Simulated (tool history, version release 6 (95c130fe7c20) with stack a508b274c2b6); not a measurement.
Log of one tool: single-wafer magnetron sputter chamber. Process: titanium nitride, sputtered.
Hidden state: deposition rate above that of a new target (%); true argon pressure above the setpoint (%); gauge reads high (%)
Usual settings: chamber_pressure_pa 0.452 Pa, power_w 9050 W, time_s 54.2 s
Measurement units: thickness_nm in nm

run,day,chamber_pressure_pa,power_w,time_s,wafers since the last listed run,wafers on the sputter target,hours since the last manometer calibration,hours since the magnet pack was replaced,hours since the gauge calibration,"read-back reference wafer on the same gauge, thickness_nm",thickness_nm
1,0,0.452,9050,54.2,0,2097,1255.3,6984.8,2275.4,70.458,84.305
2,4.096,0.452,9050,54.2,1665,3762,1353.6,7083.1,2373.7,70.516,83.883
3,7.008,0.452,9050,54.2,1183,4946,1423.5,7153,2443.6,70.391,82.891
4,11.483,0.452,9050,54.2,1819,6765,1530.9,7260.4,2551,70.349,81.051
5,13.162,0.452,9050,54.2,682,7448,1571.2,7300.7,2591.3,70.42,80.473
# day 16.604: sputter target and shields replaced
6,16.625,0.452,9050,54.2,1272,7,1654.3,7383.8,2674.4,70.402,84.483
7,18.679,0.452,9050,50.8,835,842,1703.6,7433.1,2723.7,70.404,78.684
8,22.592,0.452,9050,50.8,1590,2433,1797.5,7527,2817.6,70.355,77.74
# day 23.212: capacitance manometer re-zeroed and calibrated
9,24.925,0.452,9050,50.8,813,3246,41.1,7583,2873.6,70.391,77.761
10,29.075,0.452,9050,54.2,1687,4933,140.7,7682.6,2973.2,70.404,81.854
11,33.133,0.452,9050,54.2,1649,6583,238.1,7780,3070.6,70.301,81.461
12,35.167,0.452,9050,54.2,826,7409,286.9,7828.8,3119.4,70.36,79.523
# day 36.992: sputter target and shields replaced
13,37.692,0.354,9050,58.8,890,283,347.5,7889.4,3180,70.413,95.894
14,40.867,0.354,9050,58.8,1290,1574,423.7,7965.6,3256.2,70.36,95.53
# day 41.688: gauge calibrated
15,42.662,0.379,9050,59.3,730,2304,466.8,8008.7,23.4,70.434,94.436
16,45.208,0.452,9050,54.2,1034,3339,527.9,8069.8,84.5,70.397,83.743
17,47.521,0.289,9050,54.2,940,4279,583.4,8125.3,140,70.504,90.308
18,50.45,0.452,9050,50.8,1190,5470,653.7,8195.6,210.3,70.423,76.962
19,54.254,0.452,9050,54.2,1546,7016,745,8286.9,301.6,70.465,80.269
# day 58.167: sputter target and shields replaced
20,58.188,0.356,6950,54.2,1463,7,839.4,8381.3,396,70.383,69.605
# day 58.808: magnet pack replaced
21,59.933,0.585,9050,63.6,574,581,881.3,27,437.9,70.368,93.424
22,61.821,0.452,7450,62.2,767,1349,926.6,72.3,483.2,70.383,80.886
23,63.471,0.452,9050,54.2,670,2019,966.2,111.9,522.8,70.431,83.815
24,65.342,0.452,7950,50.1,760,2780,1011.1,156.8,567.7,70.36,70.08
25,68.838,0.452,9050,43.6,1421,4201,1095,240.7,651.6,70.413,66.196
26,73.242,0.407,10950,54.2,1790,5991,1200.7,346.4,757.3,70.417,99.966
27,75.738,0.452,10800,61.7,1014,7006,1260.6,406.3,817.2,70.284,107.499
# day 76.704: sputter target and shields replaced
28,79.038,0.452,10500,62.7,1205,948,1339.8,485.5,896.4,70.312,111.591
# day 80.35: capacitance manometer re-zeroed and calibrated
29,82.567,0.32,6800,63.3,1299,2248,53.2,570.2,981.1,70.36,81.911
30,85.154,0.452,9050,54.2,1051,3299,115.3,632.3,1043.2,70.413,83.373
31,86.879,0.452,9050,54.2,701,4001,156.7,673.7,1084.6,70.456,82.879
32,89.471,0.452,9050,54.2,1053,5054,218.9,735.9,1146.8,70.329,82.546
33,91.325,0.452,9050,54.2,753,5808,263.4,780.4,1191.3,70.333,82.489

Each row is a separate what-if for the run after 33, all from the same tool condition, not one after another. Results?
A,91.342,0.452,6850,54.2,6,5815,263.8,780.8,1191.7,?,?
B,91.342,0.342,10150,50.6,6,5815,263.8,780.8,1191.7,?,?
C,91.342,0.452,9950,50.8,6,5815,263.8,780.8,1191.7,?,?
D,91.342,0.376,7850,54.2,6,5815,263.8,780.8,1191.7,?,?
E,91.342,0.452,10300,49.6,6,5815,263.8,780.8,1191.7,?,?

run,"read-back reference wafer on the same gauge, thickness_nm",thickness_nm
A,70.466,63.5
B,70.466,88.889
C,70.466,83.134
D,70.466,74.278
E,70.466,83.773
Without the tool's unlogged condition, the same runs would have read:
run,thickness_nm
A,65.544
B,91.75
C,85.81
D,76.669
E,86.47
